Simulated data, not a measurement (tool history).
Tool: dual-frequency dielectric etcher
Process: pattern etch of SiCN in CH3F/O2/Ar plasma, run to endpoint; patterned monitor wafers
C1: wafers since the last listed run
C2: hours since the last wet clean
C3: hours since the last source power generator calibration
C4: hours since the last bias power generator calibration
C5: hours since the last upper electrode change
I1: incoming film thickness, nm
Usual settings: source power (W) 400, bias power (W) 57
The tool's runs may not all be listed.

{"run": 1, "day": 0.0, "source power (W)": 400, "bias power (W)": 57, "C1": 0, "C2": 449.9, "C3": 1374.8, "C4": 3633, "C5": 1538.7, "I1": 10.44, "endpoint time (s)": 32}
{"run": 2, "day": 1.629, "source power (W)": 400, "bias power (W)": 57, "C1": 421, "C2": 489, "C3": 1413.9, "C4": 3672.1, "C5": 1577.8, "I1": 10.5, "endpoint time (s)": 32.1}
{"run": 3, "day": 3.862, "source power (W)": 400, "bias power (W)": 57, "C1": 577, "C2": 542.6, "C3": 1467.5, "C4": 3725.7, "C5": 1631.4, "I1": 10.4, "endpoint time (s)": 31.6}
{"run": 4, "day": 6.246, "source power (W)": 400, "bias power (W)": 57, "C1": 615, "C2": 599.8, "C3": 1524.7, "C4": 3782.9, "C5": 1688.6, "I1": 10.58, "endpoint time (s)": 32.4}
{"day": 7.629, "done": "wet clean of the chamber"}
{"run": 5, "day": 7.933, "source power (W)": 400, "bias power (W)": 57, "C1": 177, "C2": 7.3, "C3": 1565.2, "C4": 3823.4, "C5": 1729.1, "I1": 10.5, "endpoint time (s)": 33.3}
{"run": 6, "day": 9.496, "source power (W)": 400, "bias power (W)": 57, "C1": 403, "C2": 44.8, "C3": 1602.7, "C4": 3860.9, "C5": 1766.6, "I1": 10.56, "endpoint time (s)": 33.1}
{"run": 7, "day": 11.792, "source power (W)": 400, "bias power (W)": 57, "C1": 593, "C2": 99.9, "C3": 1657.8, "C4": 3916, "C5": 1821.7, "I1": 10.49, "endpoint time (s)": 32.8}
{"run": 8, "day": 14.429, "source power (W)": 460, "bias power (W)": 57, "C1": 681, "C2": 163.2, "C3": 1721.1, "C4": 3979.3, "C5": 1885, "I1": 10.53, "endpoint time (s)": 31.6}
{"run": 9, "day": 15.9, "source power (W)": 460, "bias power (W)": 57, "C1": 380, "C2": 198.5, "C3": 1756.4, "C4": 4014.6, "C5": 1920.3, "I1": 10.42, "endpoint time (s)": 30.9}
{"run": 10, "day": 16.983, "source power (W)": 460, "bias power (W)": 57, "C1": 279, "C2": 224.5, "C3": 1782.4, "C4": 4040.6, "C5": 1946.3, "I1": 10.51, "endpoint time (s)": 31.3}
{"run": 11, "day": 18.1, "source power (W)": 400, "bias power (W)": 57, "C1": 288, "C2": 251.3, "C3": 1809.2, "C4": 4067.4, "C5": 1973.1, "I1": 10.59, "endpoint time (s)": 32.9}
{"run": 12, "day": 20.971, "source power (W)": 400, "bias power (W)": 57, "C1": 741, "C2": 320.2, "C3": 1878.1, "C4": 4136.3, "C5": 2042, "I1": 10.47, "endpoint time (s)": 32.3}
{"run": 13, "day": 22.808, "source power (W)": 400, "bias power (W)": 57, "C1": 474, "C2": 364.3, "C3": 1922.2, "C4": 4180.4, "C5": 2086.1, "I1": 10.54, "endpoint time (s)": 32.5}
{"day": 23.771, "done": "bias power generator calibrated"}
{"day": 27.708, "done": "upper electrode replaced"}
{"run": 14, "day": 30.038, "source power (W)": 400, "bias power (W)": 57, "C1": 1566, "C2": 537.8, "C3": 2095.7, "C4": 150.4, "C5": 55.9, "I1": 10.47, "endpoint time (s)": 31.9}
{"day": 31.788, "done": "wet clean of the chamber"}
{"run": 15, "day": 32.783, "source power (W)": 400, "bias power (W)": 57, "C1": 451, "C2": 23.9, "C3": 2161.6, "C4": 216.3, "C5": 121.8, "I1": 10.47, "endpoint time (s)": 30.9}
{"day": 34.625, "done": "source power generator calibrated"}
{"run": 16, "day": 37.496, "source power (W)": 360, "bias power (W)": 67, "C1": 1174, "C2": 137, "C3": 68.9, "C4": 329.4, "C5": 234.9, "I1": 10.48, "endpoint time (s)": 29.8}
{"run": 17, "day": 39.338, "source power (W)": 460, "bias power (W)": 52, "C1": 475, "C2": 181.2, "C3": 113.1, "C4": 373.6, "C5": 279.1, "I1": 10.61, "endpoint time (s)": 31.6}
{"day": 41.775, "done": "wet clean of the chamber, repeated, since the last time left the tool worse"}
{"run": 18, "day": 41.796, "source power (W)": 400, "bias power (W)": 57, "C1": 376, "C2": 0.5, "C3": 172.1, "C4": 432.6, "C5": 338.1, "I1": 10.54, "endpoint time (s)": 33}
{"run": 19, "day": 42.254, "source power (W)": 330, "bias power (W)": 63, "C1": 118, "C2": 11.5, "C3": 183.1, "C4": 443.6, "C5": 349.1, "I1": 10.57, "endpoint time (s)": 33.2}
{"run": 20, "day": 44.971, "source power (W)": 400, "bias power (W)": 57, "C1": 702, "C2": 76.7, "C3": 248.3, "C4": 508.8, "C5": 414.3, "I1": 10.44, "endpoint time (s)": 32.3}
{"run": 21, "day": 47.962, "source power (W)": 400, "bias power (W)": 49, "C1": 773, "C2": 148.5, "C3": 320.1, "C4": 580.6, "C5": 486.1, "I1": 10.56, "endpoint time (s)": 35.7}
{"run": 22, "day": 51.388, "source power (W)": 400, "bias power (W)": 57, "C1": 885, "C2": 230.7, "C3": 402.3, "C4": 662.8, "C5": 568.3, "I1": 10.56, "endpoint time (s)": 32.7}
{"run": 23, "day": 53.629, "source power (W)": 460, "bias power (W)": 68, "C1": 579, "C2": 284.5, "C3": 456.1, "C4": 716.6, "C5": 622.1, "I1": 10.54, "endpoint time (s)": 28.5}
{"run": 24, "day": 56.008, "source power (W)": 350, "bias power (W)": 52, "C1": 614, "C2": 341.6, "C3": 513.2, "C4": 773.7, "C5": 679.2, "I1": 10.55, "endpoint time (s)": 35.2}
{"run": 25, "day": 57.562, "source power (W)": 400, "bias power (W)": 57, "C1": 401, "C2": 378.9, "C3": 550.5, "C4": 811, "C5": 716.5, "I1": 10.51, "endpoint time (s)": 32.6}
{"run": 26, "day": 59.879, "source power (W)": 400, "bias power (W)": 66, "C1": 598, "C2": 434.5, "C3": 606.1, "C4": 866.6, "C5": 772.1, "I1": 10.6, "endpoint time (s)": 30.5}
{"day": 63.771, "done": "wet clean of the chamber"}
{"run": 27, "day": 63.792, "source power (W)": 400, "bias power (W)": 57, "C1": 752, "C2": 0.5, "C3": 700, "C4": 960.5, "C5": 866, "I1": 10.56, "endpoint time (s)": 32.8}
{"run": 28, "day": 65.221, "source power (W)": 350, "bias power (W)": 50, "C1": 369, "C2": 34.8, "C3": 734.3, "C4": 994.8, "C5": 900.3, "I1": 10.59, "endpoint time (s)": 36.6}
{"run": 29, "day": 66.417, "source power (W)": 360, "bias power (W)": 68, "C1": 309, "C2": 63.5, "C3": 763, "C4": 1023.5, "C5": 929, "I1": 10.48, "endpoint time (s)": 30.9}
{"run": 30, "day": 67.833, "source power (W)": 490, "bias power (W)": 51, "C1": 366, "C2": 97.5, "C3": 797, "C4": 1057.5, "C5": 963, "I1": 10.41, "endpoint time (s)": 32.2}
{"run": 31, "day": 69.008, "source power (W)": 340, "bias power (W)": 47, "C1": 303, "C2": 125.7, "C3": 825.2, "C4": 1085.7, "C5": 991.2, "I1": 10.36, "endpoint time (s)": 37}
{"run": 32, "day": 70.208, "source power (W)": 400, "bias power (W)": 69, "C1": 310, "C2": 154.5, "C3": 854, "C4": 1114.5, "C5": 1020, "I1": 10.46, "endpoint time (s)": 29.8}
{"run": 33, "day": 72.158, "source power (W)": 480, "bias power (W)": 51, "C1": 503, "C2": 201.3, "C3": 900.8, "C4": 1161.3, "C5": 1066.8, "I1": 10.55, "endpoint time (s)": 32.5}

What the log doesn't show, run by run:
source power that arrives over what is set, %: 0 in every run
bias power that arrives over what is set, %: 0 in every run
H1: etch rate over this chamber's usual, %
run=1 H1=2.45
run=2 H1=2.65
run=3 H1=2.93
run=4 H1=3.23
run=5 H1=-0.00212
run=6 H1=0.194
run=7 H1=0.482
run=8 H1=0.813
run=9 H1=0.998
run=10 H1=1.13
run=11 H1=1.27
run=12 H1=1.63
run=13 H1=1.87
run=14 H1=2.77
run=15 H1=5.09
run=16 H1=5.68
run=17 H1=5.91
run=18 H1=0.0272
run=19 H1=0.0847
run=20 H1=0.426
run=21 H1=0.801
run=22 H1=1.23
run=23 H1=1.51
run=24 H1=1.81
run=25 H1=2.01
run=26 H1=2.3
run=27 H1=0.251
run=28 H1=0.43
run=29 H1=0.58
run=30 H1=0.758
run=31 H1=0.906
run=32 H1=1.06
run=33 H1=1.3
